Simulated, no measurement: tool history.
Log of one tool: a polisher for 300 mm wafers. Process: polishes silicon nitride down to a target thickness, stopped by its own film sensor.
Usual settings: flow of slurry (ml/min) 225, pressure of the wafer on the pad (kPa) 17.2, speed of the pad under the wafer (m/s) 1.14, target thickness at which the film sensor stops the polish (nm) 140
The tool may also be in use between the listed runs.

| run | hour | flow of slurry (ml/min) | pressure of the wafer on the pad (kPa) | speed of the pad under the wafer (m/s) | target thickness at which the film sensor stops the polish (nm) | wafers since the last listed run | wafers polished on this pad | hours since the slurry nozzle was cleaned | hours since the head pressure was calibrated | incoming thickness of the incoming film, nm | time until the film sensor stopped the polish (s) |
|---|---|---|---|---|---|---|---|---|---|---|---|
| 1 | 0 | 225 | 17.2 | 1.14 | 153 | 0 | 48 | 116.2 | 227.2 | 247.1 | 72.7 |
| 2 | 79.3 | 225 | 15.2 | 1.14 | 140 | 929 | 978 | 195.5 | 306.5 | 248.1 | 98.6 |
|  | 96.7 | head pressure recalibrated |
| 3 | 182.6 | 225 | 15.2 | 1.14 | 140 | 1187 | 2165 | 298.8 | 85.9 | 251.2 | 107.5 |
| 4 | 237 | 225 | 15.2 | 1.14 | 140 | 637 | 2803 | 353.2 | 140.3 | 254.2 | 110.2 |
|  | 262.5 | worn pad replaced by a new one |
| 5 | 323.1 | 225 | 17.2 | 1.14 | 140 | 962 | 710 | 439.3 | 226.4 | 247.3 | 89 |
| 6 | 373.7 | 225 | 17.2 | 1.14 | 140 | 593 | 1303 | 489.9 | 277 | 250.3 | 92.4 |
| 7 | 453.9 | 225 | 17.2 | 1.14 | 140 | 940 | 2243 | 570.1 | 357.2 | 252.9 | 99 |
|  | 506.4 | head pressure recalibrated |
|  | 536.2 | worn pad replaced by a new one |
| 8 | 543.9 | 225 | 17.2 | 1.14 | 140 | 984 | 90 | 660.1 | 37.5 | 246.8 | 82.6 |
|  | 608.7 | slurry nozzle cleaned |
| 9 | 634.2 | 225 | 19.3 | 1.48 | 140 | 1046 | 1137 | 25.5 | 127.8 | 248.9 | 71 |
| 10 | 726.3 | 225 | 17.2 | 1.14 | 140 | 1079 | 2216 | 117.6 | 219.9 | 249.4 | 93.5 |
|  | 780.1 | worn pad replaced by a new one |
| 11 | 832.9 | 170 | 17.2 | 1.14 | 176 | 1202 | 619 | 224.2 | 326.5 | 254.6 | 67.5 |
|  | 872.9 | head pressure recalibrated |
| 12 | 919.2 | 170 | 17.2 | 1.04 | 140 | 988 | 1607 | 310.5 | 46.3 | 246.5 | 100.5 |
| 13 | 969.1 | 225 | 17.2 | 1.14 | 140 | 584 | 2192 | 360.4 | 96.2 | 248.9 | 95.9 |
|  | 1006.5 | worn pad replaced by a new one |
| 14 | 1037.2 | 225 | 17.2 | 1.14 | 103 | 751 | 359 | 428.5 | 164.3 | 249.6 | 118.8 |
| 15 | 1107.4 | 195 | 17.2 | 0.8 | 117 | 822 | 1182 | 498.7 | 234.5 | 246.3 | 133.5 |
| 16 | 1207.8 | 225 | 13.1 | 1.44 | 108 | 1176 | 2359 | 599.1 | 334.9 | 252 | 130.1 |

How the hidden state differs across the entries between the runs, from the last listed run before each to the first after it:
Between runs 2 and 3: head pressure recalibrated (hour 96.7)
  removal rate lost through wear of the pad, %: 9.02 -> 12.3
  measured less the result without the state, time until the film sensor stopped the polish (s): +8.9 -> +13.2
Between runs 4 and 5: worn pad replaced by a new one (hour 262.5)
  removal rate lost through wear of the pad, %: 12.9 -> 8.28
  measured less the result without the state, time until the film sensor stopped the polish (s): +14.2 -> +7.4
Between runs 7 and 8: head pressure recalibrated (hour 506.4); worn pad replaced by a new one (hour 536.2)
  removal rate lost through wear of the pad, %: 13.1 -> 2.19
  measured less the result without the state, time until the film sensor stopped the polish (s): +13 -> +1.8
Between runs 8 and 9: slurry nozzle cleaned (hour 608.7)
  removal rate lost through wear of the pad, %: 2.19 -> 9.92
  measured less the result without the state, time until the film sensor stopped the polish (s): +1.8 -> +7
Between runs 10 and 11: worn pad replaced by a new one (hour 780.1)
  removal rate lost through wear of the pad, %: 12.5 -> 7.89
  measured less the result without the state, time until the film sensor stopped the polish (s): +11.7 -> +5.3
Between runs 11 and 12: head pressure recalibrated (hour 872.9)
  removal rate lost through wear of the pad, %: 7.89 -> 12.2
  measured less the result without the state, time until the film sensor stopped the polish (s): +5.3 -> +12.3
Between runs 13 and 14: worn pad replaced by a new one (hour 1006.5)
  removal rate lost through wear of the pad, %: 13.2 -> 4.72
  measured less the result without the state, time until the film sensor stopped the polish (s): +12.7 -> +5.6
